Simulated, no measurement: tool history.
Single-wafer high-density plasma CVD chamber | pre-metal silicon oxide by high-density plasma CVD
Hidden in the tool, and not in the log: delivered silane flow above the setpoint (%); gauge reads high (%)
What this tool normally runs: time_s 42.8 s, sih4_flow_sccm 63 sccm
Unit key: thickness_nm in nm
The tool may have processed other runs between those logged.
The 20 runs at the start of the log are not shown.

| run | day | time_s | sih4_flow_sccm | wafers since the last listed run | hours since the silane flow controller was replaced | hours since the gauge calibration | read-back reference wafer on the same gauge, thickness_nm | thickness_nm |
|---|---|---|---|---|---|---|---|---|
| 21 | 67.125 | 42.8 | 63 | 2905 | 2030.5 | 2127 | 359.145 | 308.17 |
| 22 | 70.338 | 35.5 | 74 | 2123 | 2107.6 | 2204.1 | 359.124 | 289.891 |
| 23 | 74.071 | 42.8 | 56 | 2467 | 2197.2 | 2293.7 | 358.84 | 278.198 |
| 24 | 75.929 | 45.2 | 63 | 1228 | 2241.8 | 2338.3 | 358.933 | 322.435 |
| 25 | 80.062 | 38.8 | 63 | 2732 | 2341 | 2437.5 | 359.091 | 278.915 |
|  | 83.429 | silane flow controller replaced |
| 26 | 83.712 | 39.8 | 53 | 2192 | 6.8 | 2525.1 | 359.072 | 242.78 |
| 27 | 85.358 | 42.8 | 63 | 1087 | 46.3 | 2564.6 | 358.612 | 300.859 |
| 28 | 89.779 | 42.8 | 63 | 2922 | 152.4 | 2670.7 | 359.013 | 301.491 |
| 29 | 92.7 | 42.8 | 63 | 1930 | 222.5 | 2740.8 | 359.151 | 300.314 |
| 30 | 94.779 | 50.3 | 54 | 1374 | 272.4 | 2790.7 | 359.342 | 313.136 |
| 31 | 96.496 | 49.2 | 56 | 1134 | 313.6 | 2831.9 | 359.061 | 313.631 |
| 32 | 99.925 | 48 | 69 | 2266 | 395.9 | 2914.2 | 359.095 | 364.385 |
| 33 | 102.05 | 45.5 | 56 | 1404 | 446.9 | 2965.2 | 359.002 | 291.046 |
|  | 104.342 | gauge calibrated |
| 34 | 105.912 | 45.3 | 63 | 2552 | 539.6 | 37.7 | 358.938 | 317.882 |
| 35 | 107.412 | 42.8 | 55 | 991 | 575.6 | 73.7 | 358.927 | 270.174 |
| 36 | 108.979 | 42.8 | 63 | 1035 | 613.2 | 111.3 | 359.33 | 300.562 |
| 37 | 112.325 | 35.5 | 74 | 2211 | 693.5 | 191.6 | 359.536 | 287.545 |
| 38 | 116.804 | 42.8 | 55 | 2960 | 801 | 299.1 | 359.022 | 272.085 |
| 39 | 120.892 | 45 | 60 | 2701 | 899.1 | 397.2 | 358.559 | 303.438 |
| 40 | 123.229 | 46.1 | 73 | 1545 | 955.2 | 453.3 | 358.844 | 368.711 |
| 41 | 125.217 | 37.1 | 73 | 1313 | 1002.9 | 501 | 358.973 | 297.184 |
| 42 | 128.138 | 42.8 | 63 | 1930 | 1073 | 571.1 | 359.026 | 301.79 |
| 43 | 131.233 | 37.7 | 57 | 2046 | 1147.3 | 645.4 | 359.216 | 245.918 |

Below are 5 alternative next runs, each starting from the tool's condition after run 43. Predict each:
| A | 131.25 | 42.8 | 63 | 11 | 1147.7 | 645.8 | ? | ? |
| B | 131.25 | 35.4 | 70 | 11 | 1147.7 | 645.8 | ? | ? |
| C | 131.25 | 42.8 | 69 | 11 | 1147.7 | 645.8 | ? | ? |
| D | 131.25 | 35.1 | 58 | 11 | 1147.7 | 645.8 | ? | ? |
| E | 131.25 | 42.8 | 66 | 11 | 1147.7 | 645.8 | ? | ? |

| run | read-back reference wafer on the same gauge, thickness_nm | thickness_nm |
|---|---|---|
| A | 359.029 | 301.147 |
| B | 359.029 | 271.906 |
| C | 359.029 | 324.803 |
| D | 359.029 | 230.802 |
| E | 359.029 | 312.975 |
With no hidden state in the tool, these same runs would have given:
| run | thickness_nm |
|---|---|
| A | 297.247 |
| B | 268.385 |
| C | 320.597 |
| D | 227.813 |
| E | 308.922 |
